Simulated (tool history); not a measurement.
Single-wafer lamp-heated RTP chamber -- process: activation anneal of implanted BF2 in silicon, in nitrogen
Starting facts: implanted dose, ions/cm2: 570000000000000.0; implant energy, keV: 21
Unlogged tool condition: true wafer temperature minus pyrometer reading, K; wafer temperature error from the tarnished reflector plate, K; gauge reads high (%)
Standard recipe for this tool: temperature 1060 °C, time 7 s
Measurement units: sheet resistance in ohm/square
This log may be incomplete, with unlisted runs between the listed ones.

run,day,temperature,time,wafers since the last listed run,wafers since the last pyrometer calibration,wafers since the reflector plate was cleaned,hours since the gauge calibration,"read-back reference wafer on the same gauge, sheet resistance",sheet resistance
1,0.000,1060,7,0,3120,2603,148.9,242.30,219.34
2,1.512,1060,7,462,3583,3065,185.2,241.69,219.28
3,6.000,1077,7,1372,4955,4438,292.9,242.47,215.80
4,9.279,1077,7,1002,5958,5440,371.6,241.90,215.06
5,13.250,1060,7,1214,7172,6655,466.9,242.27,219.93
6,16.754,1060,7,1071,8244,7726,551.0,242.24,219.74
# day 17.362: pyrometer window cleaned and pyrometer calibrated
7,22.158,1060,7,1550,1467,9277,680.7,241.81,220.61
# day 24.275: reflector plate cleaned
8,24.704,1060,7,676,2143,131,741.8,242.00,219.87
9,28.575,1060,7,1183,3327,1315,834.7,242.05,219.11
10,31.267,1060,7,823,4150,2138,899.3,242.04,220.04
11,35.079,1060,5,1165,5316,3304,990.8,242.02,221.60
12,36.908,1060,5,559,5876,3864,1034.7,242.35,224.28
13,39.796,1060,5,883,6759,4747,1104.0,241.95,222.95
# day 44.454: pyrometer window cleaned and pyrometer calibrated
14,49.075,1060,7,2735,1413,7483,1326.7,241.74,217.49
15,52.975,1060,7,1192,2606,8675,1420.3,242.29,220.75
16,56.196,1060,7,985,3591,9660,1497.6,242.24,218.42
# day 56.867: reflector plate cleaned
17,59.850,1060,7,1015,4606,912,1585.3,241.54,218.61
18,61.642,1060,7,547,5154,1460,1628.3,242.08,220.09
19,63.833,1060,7,670,5825,2130,1680.9,241.88,220.16
20,68.071,1076,11,1295,7121,3426,1782.6,242.39,215.19
21,72.400,1077,9,1323,8445,4750,1886.5,242.02,214.16
22,75.388,1034,3,913,9358,5663,1958.2,242.32,235.04
# day 75.938: gauge calibrated
# day 75.946: pyrometer window cleaned and pyrometer calibrated
23,79.333,1083,3,1104,1036,6768,81.5,242.11,219.04
24,82.325,1060,7,914,1951,7683,153.3,241.70,219.11
# day 85.812: reflector plate cleaned
25,86.408,1060,7,1146,3098,182,251.3,242.08,220.83
26,88.667,1084,9,690,3788,873,305.5,241.92,212.51
27,91.150,1060,7,759,4548,1632,365.1,241.61,220.45
28,93.729,1031,11,788,5336,2421,427.0,242.05,226.81
29,96.950,1033,7,985,6321,3406,504.3,242.12,229.45
30,99.746,1037,8,855,7177,4261,571.4,241.84,225.67
31,103.175,1073,4,1048,8225,5310,653.7,242.44,220.42
# day 104.967: pyrometer window cleaned and pyrometer calibrated
32,106.088,1073,7,788,342,6099,723.6,241.53,216.70
33,108.788,1040,11,825,1168,6924,788.4,241.74,223.55
34,112.262,1074,7,1062,2230,7987,871.8,241.89,216.73
35,114.512,1060,7,688,2919,8675,925.8,242.19,219.42
36,118.446,1085,3,1202,4122,9878,1020.2,242.22,219.60

Branching from run 36: 5 alternative next runs. What would each branch give?
A,118.462,1060,7,5,4127,9883,1020.6,?,?
B,118.462,1071,10,5,4127,9883,1020.6,?,?
C,118.462,1035,6,5,4127,9883,1020.6,?,?
D,118.462,1037,4,5,4127,9883,1020.6,?,?
E,118.462,1088,3,5,4127,9883,1020.6,?,?

run,"read-back reference wafer on the same gauge, sheet resistance",sheet resistance
A,241.65,219.99
B,241.65,214.62
C,241.65,229.85
D,241.65,232.42
E,241.65,218.55
What these runs would have given with no unlogged condition in the tool:
run,sheet resistance
A,219.99
B,214.62
C,229.85
D,232.42
E,218.55

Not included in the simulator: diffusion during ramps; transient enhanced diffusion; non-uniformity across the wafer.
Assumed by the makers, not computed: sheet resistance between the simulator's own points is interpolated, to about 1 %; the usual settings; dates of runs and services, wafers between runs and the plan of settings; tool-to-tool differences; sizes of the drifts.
